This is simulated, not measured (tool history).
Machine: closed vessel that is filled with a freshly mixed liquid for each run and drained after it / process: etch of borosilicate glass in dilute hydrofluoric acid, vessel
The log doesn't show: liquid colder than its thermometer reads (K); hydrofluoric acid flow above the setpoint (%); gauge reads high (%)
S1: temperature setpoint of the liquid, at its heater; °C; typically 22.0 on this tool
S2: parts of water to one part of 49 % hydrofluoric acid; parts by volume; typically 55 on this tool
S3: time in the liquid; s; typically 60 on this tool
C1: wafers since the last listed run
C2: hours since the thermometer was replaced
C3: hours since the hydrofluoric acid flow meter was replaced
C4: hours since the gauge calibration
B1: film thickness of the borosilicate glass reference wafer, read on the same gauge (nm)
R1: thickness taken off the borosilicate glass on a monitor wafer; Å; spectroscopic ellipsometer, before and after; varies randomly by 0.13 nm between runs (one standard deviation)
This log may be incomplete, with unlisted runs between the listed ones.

run    hour    S1  S2  S3     C1      C2      C3     C4     B1     R1
  1     0.0  22.0  55  60      0   968.7   470.5  633.4  38.71  244.1
  2    60.3  22.0  55  60   5159  1029.0   530.8  693.7  38.70  240.9
       61.9  -- thermometer replaced
  3    89.8  22.0  60  60   2438    27.9   560.3  723.2  38.65  218.0
  4   142.8  22.0  60  60   4534    80.9   613.3  776.2  38.66  222.4
  5   174.4  25.5  55  60   2703   112.5   644.9  807.8  38.63  278.8
      218.1  -- gauge calibrated
  6   220.6  25.5  55  60   3952   158.7   691.1    2.5  40.01  285.6
  7   253.5  22.0  55  60   2814   191.6   724.0   35.4  39.84  247.9
  8   290.1  22.0  55  60   3131   228.2   760.6   72.0  39.66  246.5
  9   326.6  22.0  55  60   3122   264.7   797.1  108.5  39.56  249.8
 10   352.3  22.0  55  60   2198   290.4   822.8  134.2  39.46  245.3
 11   377.3  22.0  55  60   2138   315.4   847.8  159.2  39.37  246.5
 12   408.7  22.0  55  60   2686   346.8   879.2  190.6  39.29  245.1
 13   456.4  22.0  55  60   4081   394.5   926.9  238.3  39.19  244.7
 14   520.7  22.0  55  60   5501   458.8   991.2  302.6  39.05  242.5
 15   550.3  25.0  70  35   2532   488.4  1020.8  332.2  39.05  124.0
 16   601.0  17.5  70  60   4337   539.1  1071.5  382.9  38.94  155.8
      664.5  -- hydrofluoric acid flow meter replaced
 17   765.7  22.0  35  70  14005   703.8   101.2  547.6  38.78  453.1
 18   833.2  20.0  35  40   5775   771.3   168.7  615.1  38.73  236.1
 19   901.2  23.5  55  40   5817   839.3   236.7  683.1  38.69  173.0
 20   927.7  20.5  75  60   2267   865.8   263.2  709.6  38.70  160.6
 21   974.6  25.5  55  60   4012   912.7   310.1  756.5  38.68  278.3
     1009.3  -- thermometer replaced
 22  1046.1  18.5  40  90   6031    36.8   381.6  828.0  38.64  432.8
 23  1107.1  22.0  25  60   5219    97.8   442.6  889.0  38.65  549.6
     1136.8  -- gauge calibrated
 24  1165.6  22.0  35  70   5005   156.3   501.1   28.8  39.81  466.7
 25  1216.4  20.5  55  60   4346   207.1   551.9   79.6  39.58  232.0
 26  1393.9  22.0  55  80  15186   384.6   729.4  257.1  39.13  324.8
 27  1456.3  24.0  55  75   5338   447.0   791.8  319.5  38.98  329.7
 28  1486.9  22.0  55  60   2618   477.6   822.4  350.1  38.93  242.9
 29  1514.1  22.0  75  60   2327   504.8   849.6  377.3  38.90  172.7

Each row is a separate what-if for the run after 29, all from the same tool condition, not one after another. Results?
  A  1514.8  22.0  55  60  59  505.5  850.3  378.0   ?   ?
  B  1514.8  18.0  45  70  59  505.5  850.3  378.0   ?   ?
  C  1514.8  20.0  30  45  59  505.5  850.3  378.0   ?   ?

run     B1     R1
  A  38.88  244.3
  B  38.88  297.5
  C  38.88  318.4
With no hidden state in the tool, these same runs would have given:
run     R1
  A  251.2
  B  305.9
  C  327.3
